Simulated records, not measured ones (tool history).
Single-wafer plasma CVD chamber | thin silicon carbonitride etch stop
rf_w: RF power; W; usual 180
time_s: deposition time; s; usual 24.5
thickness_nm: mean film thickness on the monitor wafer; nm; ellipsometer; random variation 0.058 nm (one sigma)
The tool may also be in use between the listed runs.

run,day,rf_w,time_s,wafers since the last listed run,hours since the last thermocouple change,hours since the last RF generator calibration,hours since the showerhead was replaced,hours since the gauge calibration,"read-back reference wafer on the same gauge, thickness_nm",thickness_nm
1,0,180,24.5,0,1656.2,1486.2,3043.7,169.1,15.3,13.078
2,0.588,180,24.5,394,1670.3,1500.3,3057.8,183.2,15.29,13.072
3,1.396,180,24.5,542,1689.7,1519.7,3077.2,202.6,15.32,13.007
4,2.496,180,24.5,737,1716.1,1546.1,3103.6,229,15.289,12.994
5,3.558,180,24.5,712,1741.6,1571.6,3129.1,254.5,15.327,13.167
6,4.075,180,24.5,346,1754,1584,3141.5,266.9,15.307,13.153
7,4.858,180,24.5,525,1772.8,1602.8,3160.3,285.7,15.296,13.039
# day 6.112: RF generator calibrated
8,6.133,180,24.5,631,1803.4,0.5,3190.9,316.3,15.312,13.043
9,6.633,195,22.9,335,1815.4,12.5,3202.9,328.3,15.315,12.628
# day 6.938: gauge calibrated
10,7.483,205,21.4,570,1835.8,32.9,3223.3,13.1,15.305,11.93
# day 8.008: showerhead replaced
11,8.567,210,24.5,503,1861.8,58.9,13.4,39.1,15.294,13.814
12,9.654,190,28.4,729,1887.9,85,39.5,65.2,15.308,15.394
13,11.062,160,20,944,1921.7,118.8,73.3,99,15.309,10.154
14,12.117,180,24.5,707,1947,144.1,98.6,124.3,15.327,12.956
15,12.983,180,24.5,581,1967.8,164.9,119.4,145.1,15.291,13.078
# day 13.467: thermocouple changed; heater temperature recalibrated
16,15.538,210,27.2,1489,49.7,226.2,180.7,206.4,15.291,15.418
17,19.138,160,20,2414,136.1,312.6,267.1,292.8,15.314,10.301

5 ways to go on from here, each from the tool as it stands after run 17. What would each give?
A,19.154,155,24.5,11,136.5,313,267.5,293.2,?,?
B,19.154,215,28.7,11,136.5,313,267.5,293.2,?,?
C,19.154,145,27.7,11,136.5,313,267.5,293.2,?,?
D,19.154,180,27.2,11,136.5,313,267.5,293.2,?,?
E,19.154,165,22.4,11,136.5,313,267.5,293.2,?,?

run,"read-back reference wafer on the same gauge, thickness_nm",thickness_nm
A,15.277,12.471
B,15.277,16.349
C,15.277,13.77
D,15.277,14.586
E,15.277,11.655
Without the tool's hidden state the same runs would have given:
run,thickness_nm
A,12.471
B,16.349
C,13.77
D,14.586
E,11.655

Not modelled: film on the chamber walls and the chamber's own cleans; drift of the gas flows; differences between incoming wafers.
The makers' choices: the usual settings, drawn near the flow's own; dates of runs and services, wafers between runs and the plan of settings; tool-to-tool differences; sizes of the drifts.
